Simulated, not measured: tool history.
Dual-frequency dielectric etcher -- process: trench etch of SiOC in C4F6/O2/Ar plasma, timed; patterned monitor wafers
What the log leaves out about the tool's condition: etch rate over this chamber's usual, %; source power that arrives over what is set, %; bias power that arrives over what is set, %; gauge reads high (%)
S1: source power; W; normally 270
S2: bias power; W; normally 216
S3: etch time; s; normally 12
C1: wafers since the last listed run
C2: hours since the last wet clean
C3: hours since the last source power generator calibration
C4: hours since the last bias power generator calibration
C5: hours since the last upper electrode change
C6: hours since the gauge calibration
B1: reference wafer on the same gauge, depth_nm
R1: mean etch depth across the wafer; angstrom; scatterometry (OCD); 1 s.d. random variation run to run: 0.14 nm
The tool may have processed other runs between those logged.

{"run": 1, "hour": 0.0, "S1": 290, "S2": 216, "S3": 12, "C1": 0, "C2": 94.7, "C3": 3264.9, "C4": 1326.7, "C5": 3700, "C6": 52.4, "B1": 17.62, "R1": 224.5}
{"run": 2, "hour": 236.0, "S1": 290, "S2": 216, "S3": 12, "C1": 4022, "C2": 330.7, "C3": 3500.9, "C4": 1562.7, "C5": 3936, "C6": 288.4, "B1": 17.59, "R1": 223.6}
{"run": 3, "hour": 300.8, "S1": 250, "S2": 216, "S3": 12, "C1": 1104, "C2": 395.5, "C3": 3565.7, "C4": 1627.5, "C5": 4000.8, "C6": 353.2, "B1": 17.58, "R1": 212.1}
{"run": 4, "hour": 377.8, "S1": 250, "S2": 216, "S3": 12, "C1": 1312, "C2": 472.5, "C3": 3642.7, "C4": 1704.5, "C5": 4077.8, "C6": 430.2, "B1": 17.61, "R1": 211.8}
{"hour": 456.8, "done": "wet clean of the chamber"}
{"run": 5, "hour": 594.2, "S1": 220, "S2": 216, "S3": 12, "C1": 3279, "C2": 137.4, "C3": 3859.1, "C4": 1920.9, "C5": 4294.2, "C6": 646.6, "B1": 17.62, "R1": 203.4}
{"hour": 607.1, "done": "bias power generator calibrated"}
{"run": 6, "hour": 653.4, "S1": 220, "S2": 216, "S3": 12, "C1": 940, "C2": 196.6, "C3": 3918.3, "C4": 46.3, "C5": 4353.4, "C6": 705.8, "B1": 17.59, "R1": 200.7}
{"run": 7, "hour": 708.7, "S1": 220, "S2": 216, "S3": 12, "C1": 942, "C2": 251.9, "C3": 3973.6, "C4": 101.6, "C5": 4408.7, "C6": 761.1, "B1": 17.57, "R1": 202.8}
{"run": 8, "hour": 840.3, "S1": 230, "S2": 216, "S3": 12, "C1": 2243, "C2": 383.5, "C3": 4105.2, "C4": 233.2, "C5": 4540.3, "C6": 892.7, "B1": 17.58, "R1": 205.4}
{"hour": 844.6, "done": "source power generator calibrated"}
{"run": 9, "hour": 928.9, "S1": 330, "S2": 185, "S3": 9.5, "C1": 1442, "C2": 472.1, "C3": 84.3, "C4": 321.8, "C5": 4628.9, "C6": 981.3, "B1": 17.61, "R1": 172.9}

The next listed run, before its measurement:
{"run": 10, "hour": 988.7, "S1": 270, "S2": 259, "S3": 9.5, "C1": 1019, "C2": 531.9, "C3": 144.1, "C4": 381.6, "C5": 4688.7, "C6": 1041.1, "B1": "?", "R1": "?"}

{"run 10": {"B1": 17.6, "R1": 190.7}}
Without the tool's hidden state the same run would have given R1 190.7 angstrom.
